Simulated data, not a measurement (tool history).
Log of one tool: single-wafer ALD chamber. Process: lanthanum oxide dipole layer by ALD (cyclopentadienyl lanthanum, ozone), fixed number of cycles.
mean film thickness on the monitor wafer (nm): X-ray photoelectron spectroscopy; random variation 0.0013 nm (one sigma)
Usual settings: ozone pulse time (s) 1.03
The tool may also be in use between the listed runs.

| run | hour | ozone pulse time (s) | read-back reference wafer on the same gauge, thickness_nm | mean film thickness on the monitor wafer (nm) |
|---|---|---|---|---|
| 1 | 0 | 1.03 | 0.566 | 0.559 |
| 2 | 39.6 | 1.24 | 0.566 | 0.589 |
| 3 | 109.1 | 1.24 | 0.567 | 0.59 |
| 4 | 172.1 | 1.24 | 0.567 | 0.592 |
| 5 | 218.2 | 1.03 | 0.567 | 0.559 |
|  | 238.2 | thermocouple changed; heater temperature recalibrated |
| 6 | 287.6 | 1.03 | 0.567 | 0.557 |
| 7 | 339.8 | 1.03 | 0.567 | 0.558 |
| 8 | 397.8 | 1.03 | 0.567 | 0.559 |
| 9 | 443.8 | 0.73 | 0.567 | 0.47 |
| 10 | 508.3 | 0.73 | 0.567 | 0.468 |
|  | 576.9 | gauge calibrated |
| 11 | 577.7 | 1.03 | 0.561 | 0.552 |
| 12 | 638.1 | 1.03 | 0.562 | 0.554 |
| 13 | 674.5 | 1.03 | 0.563 | 0.555 |
| 14 | 707.4 | 1.32 | 0.563 | 0.595 |
| 15 | 736.7 | 1.43 | 0.563 | 0.604 |
| 16 | 806.2 | 0.83 | 0.564 | 0.502 |
| 17 | 850.4 | 1.34 | 0.564 | 0.6 |
| 18 | 879.8 | 1.03 | 0.565 | 0.555 |
|  | 912.8 | ozone generator serviced |
| 19 | 932.8 | 1.39 | 0.565 | 0.605 |
| 20 | 1094.5 | 1.21 | 0.566 | 0.588 |
|  | 1103.3 | showerhead replaced |
|  | 1125.6 | thermocouple changed; heater temperature recalibrated |
| 21 | 1128 | 0.68 | 0.566 | 0.445 |
| 22 | 1167.1 | 1.03 | 0.566 | 0.557 |
| 23 | 1210.2 | 0.86 | 0.566 | 0.514 |
| 24 | 1247.6 | 1.03 | 0.567 | 0.557 |
| 25 | 1311.4 | 1.43 | 0.567 | 0.61 |
| 26 | 1381 | 0.8 | 0.567 | 0.495 |
| 27 | 1433.8 | 1.16 | 0.568 | 0.583 |

Forecast each of these 4 alternatives for the next run:
| A | 1434.2 | 1.03 | ? | ? |
| B | 1434.2 | 0.82 | ? | ? |
| C | 1434.2 | 1.28 | ? | ? |
| D | 1434.2 | 0.67 | ? | ? |

| run | read-back reference wafer on the same gauge, thickness_nm | mean film thickness on the monitor wafer (nm) |
|---|---|---|
| A | 0.567 | 0.556 |
| B | 0.567 | 0.501 |
| C | 0.567 | 0.594 |
| D | 0.567 | 0.439 |
Without the tool's hidden state the same runs would have given:
| run | mean film thickness on the monitor wafer (nm) |
|---|---|
| A | 0.549 |
| B | 0.494 |
| C | 0.586 |
| D | 0.433 |

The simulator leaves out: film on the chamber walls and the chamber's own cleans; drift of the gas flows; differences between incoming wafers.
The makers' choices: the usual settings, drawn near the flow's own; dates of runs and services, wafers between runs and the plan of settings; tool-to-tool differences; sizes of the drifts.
